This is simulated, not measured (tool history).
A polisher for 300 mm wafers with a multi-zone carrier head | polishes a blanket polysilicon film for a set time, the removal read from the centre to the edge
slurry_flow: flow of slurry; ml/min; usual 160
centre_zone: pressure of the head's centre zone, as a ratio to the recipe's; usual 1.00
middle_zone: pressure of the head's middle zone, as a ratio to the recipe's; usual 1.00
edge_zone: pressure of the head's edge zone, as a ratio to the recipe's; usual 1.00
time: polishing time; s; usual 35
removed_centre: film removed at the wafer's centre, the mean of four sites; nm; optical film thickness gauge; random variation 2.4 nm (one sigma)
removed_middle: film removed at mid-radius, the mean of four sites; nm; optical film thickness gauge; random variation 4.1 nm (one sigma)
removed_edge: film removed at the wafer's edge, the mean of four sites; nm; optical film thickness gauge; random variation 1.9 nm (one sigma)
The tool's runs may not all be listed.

run   hour  slurry_flow  centre_zone  middle_zone  edge_zone  time  wafers since the last listed run  wafers polished on this pad  hours since the slurry nozzle was cleaned  hours since the centre zone pressure was calibrated  hours since the edge zone pressure was calibrated  hours since the carrier head's membrane was replaced  incoming thickness of the incoming film, nm  removed_centre  removed_middle  removed_edge
  1    0.0          160         1.00         1.00       1.00    35                                 0                          396                                       51.3                                                197.1                                              263.9                                                1269.3                                       1416.5           283.2           289.0         281.0
  2    9.4          160         1.00         1.00       1.00    35                               102                          498                                       60.7                                                206.5                                              273.3                                                1278.7                                       1423.8           277.5           277.6         282.5
      24.9  -- worn pad replaced by a new one
  3   25.4          160         1.00         1.00       1.00    35                               130                            5                                       76.7                                                222.5                                              289.3                                                1294.7                                       1410.0           285.8           291.0         287.1
  4   40.9          160         1.00         1.00       1.00    35                               168                          173                                       92.2                                                238.0                                              304.8                                                1310.2                                       1416.4           282.9           286.7         288.0
  5   49.4          160         1.00         1.00       1.00    35                                92                          265                                      100.7                                                246.5                                              313.3                                                1318.7                                       1420.8           284.0           277.3         288.4
  6   65.5          160         1.00         1.00       1.00    35                               174                          440                                      116.8                                                262.6                                              329.4                                                1334.8                                       1383.1           281.8           284.8         283.9
  7   78.5          160         1.00         1.00       1.00    35                               141                          581                                      129.8                                                275.6                                              342.4                                                1347.8                                       1404.3           277.4           282.7         278.6
      87.6  -- worn pad replaced by a new one
  8   88.1          160         0.92         1.00       1.06    35                                60                            5                                      139.4                                                285.2                                              352.0                                                1357.4                                       1376.1           261.4           282.9         294.9
      96.9  -- centre zone pressure recalibrated
     104.1  -- carrier head's membrane replaced by a new one
  9  104.6          160         1.00         1.00       1.00    35                               103                          108                                      155.9                                                  7.7                                              368.5                                                   0.5                                       1405.3           285.9           284.2         286.1
 10  110.8          160         1.00         1.00       1.00    35                                67                          175                                      162.1                                                 13.9                                              374.7                                                   6.7                                       1414.7           287.4           283.2         285.0
 11  126.3          115         1.00         1.00       0.97    44                               168                          343                                      177.6                                                 29.4                                              390.2                                                  22.2                                       1400.9           318.1           321.7         330.0
     143.3  -- worn pad replaced by a new one
     143.5  -- slurry nozzle cleaned
 12  144.0          160         0.97         1.00       1.00    35                               146                            5                                        0.5                                                 47.1                                              407.9                                                  39.9                                       1413.5           278.4           288.3         286.2
 13  149.7          135         1.00         1.00       1.03    35                                61                           67                                        6.2                                                 52.8                                              413.6                                                  45.6                                       1399.0           275.0           279.9         282.6
 14  165.8          160         0.89         1.00       1.00    35                               174                          242                                       22.3                                                 68.9                                              429.7                                                  61.7                                       1419.8           256.8           290.2         286.9
     169.8  -- edge zone pressure recalibrated
 15  183.6          160         1.00         1.00       1.00    35                               171                          413                                       40.1                                                 86.7                                               13.8                                                  79.5                                       1413.8           280.3           286.8         282.4
 16  192.1          110         1.00         1.00       0.88    35                                92                          505                                       48.6                                                 95.2                                               22.3                                                  88.0                                       1391.0           251.1           249.3         249.2
 17  198.9          160         1.00         0.96       1.00    38                                73                          579                                       55.4                                                102.0                                               29.1                                                  94.8                                       1394.0           300.5           291.5         299.2
 18  208.6          120         1.00         1.00       1.00    35                               105                          684                                       65.1                                                111.7                                               38.8                                                 104.5                                       1391.7           249.1           254.6         258.3
     215.4  -- worn pad replaced by a new one
 19  225.9          110         1.00         1.00       1.00    35                               144                          113                                       82.4                                                129.0                                               56.1                                                 121.8                                       1376.4           259.4           259.1         269.6
 20  240.2          210         0.90         1.00       1.00    35                               155                          268                                       96.7                                                143.3                                               70.4                                                 136.1                                       1388.6           273.0           305.0         294.9
 21  248.2          115         1.00         1.00       1.00    35                                86                          355                                      104.7                                                151.3                                               78.4                                                 144.1                                       1397.9           258.2           257.6         267.9

Forecast each of these 5 alternatives for the next run:
  A  248.6          160         1.00         1.00       1.00    35                                 4                          359                                      105.1                                                151.7                                               78.8                                                 144.5                                       1397.8               ?               ?             ?
  B  248.6          160         1.00         1.00       1.00    25                                 4                          359                                      105.1                                                151.7                                               78.8                                                 144.5                                       1397.8               ?               ?             ?
  C  248.6          115         1.00         1.00       0.97    25                                 4                          359                                      105.1                                                151.7                                               78.8                                                 144.5                                       1397.8               ?               ?             ?
  D  248.6          145         1.09         0.92       1.10    35                                 4                          359                                      105.1                                                151.7                                               78.8                                                 144.5                                       1397.8               ?               ?             ?
  E  248.6          160         0.94         0.95       1.00    28                                 4                          359                                      105.1                                                151.7                                               78.8                                                 144.5                                       1397.8               ?               ?             ?

run  removed_centre  removed_middle  removed_edge
  A           283.7           279.5         284.4
  B           202.6           199.7         203.1
  C           185.1           184.3         189.2
  D           302.2           255.2         294.0
  E           213.2           214.2         227.7
Without the tool's hidden state the same runs would have given:
run  removed_centre  removed_middle  removed_edge
  A           287.8           283.5         288.5
  B           205.6           202.5         206.0
  C           187.8           187.0         191.9
  D           306.5           258.8         298.2
  E           216.2           217.3         230.9
